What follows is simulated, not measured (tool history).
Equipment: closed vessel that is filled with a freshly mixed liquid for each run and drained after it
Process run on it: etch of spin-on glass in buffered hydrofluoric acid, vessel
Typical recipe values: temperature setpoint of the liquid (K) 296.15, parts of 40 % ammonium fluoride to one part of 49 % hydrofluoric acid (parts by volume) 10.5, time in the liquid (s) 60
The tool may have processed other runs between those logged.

run	hour	temperature setpoint of the liquid (K)	parts of 40 % ammonium fluoride to one part of 49 % hydrofluoric acid (parts by volume)	time in the liquid (s)	read-back film thickness of the spin-on glass reference wafer, read on the same gauge (nm)	thickness taken off the spin-on glass on a monitor wafer (angstrom)
1	0	296.15	10.5	60	100.02	1633.8
2	16.7	296.15	8	60	99.94	2092.9
3	30.5	296.15	8	60	99.98	2045.9
4	49.6	296.15	10.5	60	99.97	1607.9
5	70.3	296.15	10.5	60	100	1615.5
6	95.2	296.15	10.5	60	99.99	1601
# hour 106.9: gauge calibrated
7	122.1	296.15	10.5	60	100.02	1570
8	154.1	296.15	10.5	60	99.98	1594.7
# hour 183.3: thermometer replaced
9	186.3	293.65	10.5	60	99.98	1590.3
10	218.9	293.65	10.5	60	100	1613.5
11	238.8	296.15	10.5	60	99.99	1848.3
12	252.5	297.65	10.5	60	100.02	1978.6
13	273.9	301.15	12	60	100.01	2092.8
14	304.2	298.15	8	30	100	1267.9
15	318.7	299.15	7	90	99.98	4549.6
16	349.9	296.15	10.5	60	100.01	1772.4
17	369.4	296.15	10.5	80	99.98	2346.4
# hour 386.5: gauge calibrated
18	393.1	298.15	7.5	90	100	3963.1
# hour 407.2: hydrofluoric acid flow meter replaced
19	422	297.65	7.5	60	100	2936.7

What does the tool deliver on the next run?
20	442	294.65	8.5	60	?	?

read-back film thickness of the spin-on glass reference wafer, read on the same gauge (nm): 99.97
thickness taken off the spin-on glass on a monitor wafer (angstrom): 2207.4
Take away the tool's hidden state, keep the run-to-run variation as it was, and the same run would have given thickness taken off the spin-on glass on a monitor wafer (angstrom) 2293.3.
